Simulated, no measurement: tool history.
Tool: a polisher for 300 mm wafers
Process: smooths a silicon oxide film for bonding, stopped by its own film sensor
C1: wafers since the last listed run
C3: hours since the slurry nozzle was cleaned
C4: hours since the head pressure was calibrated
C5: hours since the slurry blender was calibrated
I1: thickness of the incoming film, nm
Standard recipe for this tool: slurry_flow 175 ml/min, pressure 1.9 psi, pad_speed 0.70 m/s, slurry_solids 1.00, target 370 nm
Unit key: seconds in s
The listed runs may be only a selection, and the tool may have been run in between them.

Run 1, hour 0.0: usual settings; C1 0; wafers polished on this pad 472; C3 539.5; C4 1247.5; C5 92.3; I1 411.2. Result: seconds 72.5 s.
Run 2, hour 12.7: usual settings; C1 145; wafers polished on this pad 618; C3 552.2; C4 1260.2; C5 105.0; I1 417.0. Result: seconds 84.0 s.
Run 3, hour 29.4: usual settings but slurry_solids 0.85; C1 191; wafers polished on this pad 810; C3 568.9; C4 1276.9; C5 121.7; I1 405.9. Result: seconds 67.2 s.
At hour 37.7: worn pad replaced by a new one.
Run 4, hour 45.2: usual settings but slurry_solids 0.85; C1 135; wafers polished on this pad 85; C3 584.7; C4 1292.7; C5 137.5; I1 408.3. Result: seconds 72.5 s.
At hour 63.3: head pressure recalibrated.
Run 5, hour 63.8: usual settings but slurry_solids 0.85; C1 190; wafers polished on this pad 276; C3 603.3; C4 0.5; C5 156.1; I1 408.9. Result: seconds 73.7 s.
Run 6, hour 72.0: usual settings but target 364 nm; C1 94; wafers polished on this pad 370; C3 611.5; C4 8.7; C5 164.3; I1 409.5. Result: seconds 80.7 s.
At hour 88.7: slurry blender recalibrated.
Run 7, hour 89.0: usual settings but slurry_flow 145 ml/min; C1 172; wafers polished on this pad 543; C3 628.5; C4 25.7; C5 0.3; I1 409.5. Result: seconds 74.1 s.
Run 8, hour 102.4: usual settings but pressure 1.6 psi, pad_speed 0.54 m/s, slurry_solids 0.85, target 366 nm; C1 154; wafers polished on this pad 697; C3 641.9; C4 39.1; C5 13.7; I1 418.1. Result: seconds 139.9 s.
At hour 104.8: slurry nozzle cleaned.
At hour 117.5: worn pad replaced by a new one, of another model than before.
Run 9, hour 118.0: usual settings but slurry_flow 225 ml/min, target 357 nm; C1 121; wafers polished on this pad 5; C3 13.2; C4 54.7; C5 29.3; I1 405.9. Result: seconds 76.4 s.
Run 10, hour 125.8: usual settings; C1 89; wafers polished on this pad 95; C3 21.0; C4 62.5; C5 37.1; I1 412.7. Result: seconds 67.5 s.
Run 11, hour 158.2: usual settings but slurry_flow 150 ml/min, pad_speed 0.64 m/s, target 375 nm; C1 372; wafers polished on this pad 467; C3 53.4; C4 94.9; C5 69.5; I1 414.1. Result: seconds 64.8 s.
Run 12, hour 164.9: usual settings; C1 77; wafers polished on this pad 544; C3 60.1; C4 101.6; C5 76.2; I1 410.1. Result: seconds 64.7 s.
Run 13, hour 177.4: usual settings but pressure 1.2 psi; C1 143; wafers polished on this pad 688; C3 72.6; C4 114.1; C5 88.7; I1 407.6. Result: seconds 74.7 s.
Run 14, hour 184.0: usual settings but slurry_flow 115 ml/min, pad_speed 0.92 m/s, slurry_solids 0.80, target 376 nm; C1 75; wafers polished on this pad 764; C3 79.2; C4 120.7; C5 95.3; I1 414.7. Result: seconds 62.9 s.
At hour 194.4: worn pad replaced by a new one.
Run 15, hour 194.9: usual settings but slurry_flow 220 ml/min, target 361 nm; C1 79; wafers polished on this pad 6; C3 90.1; C4 131.6; C5 106.2; I1 409.1. Result: seconds 74.6 s.

4 ways to go on from here, each from the tool as it stands after run 15. What would each give?
Run A, hour 195.3: usual settings but slurry_solids 0.90; C1 4; wafers polished on this pad 10; C3 90.5; C4 132.0; C5 106.6; I1 405.3. Result: seconds ?.
Run B, hour 195.3: usual settings but slurry_flow 205 ml/min, slurry_solids 1.20; C1 4; wafers polished on this pad 10; C3 90.5; C4 132.0; C5 106.6; I1 405.3. Result: seconds ?.
Run C, hour 195.3: usual settings but pad_speed 0.48 m/s, slurry_solids 1.20; C1 4; wafers polished on this pad 10; C3 90.5; C4 132.0; C5 106.6; I1 405.3. Result: seconds ?.
Run D, hour 195.3: usual settings but slurry_flow 155 ml/min, pad_speed 0.90 m/s, slurry_solids 0.70, target 361 nm; C1 4; wafers polished on this pad 10; C3 90.5; C4 132.0; C5 106.6; I1 405.3. Result: seconds ?.

run  seconds
  A     58.4
  B     51.5
  C     59.2
  D     74.5
The same runs, with their run-to-run variation unchanged, on a tool lacking any hidden condition would have given:
run  seconds
  A     57.5
  B     50.8
  C     58.3
  D     73.4
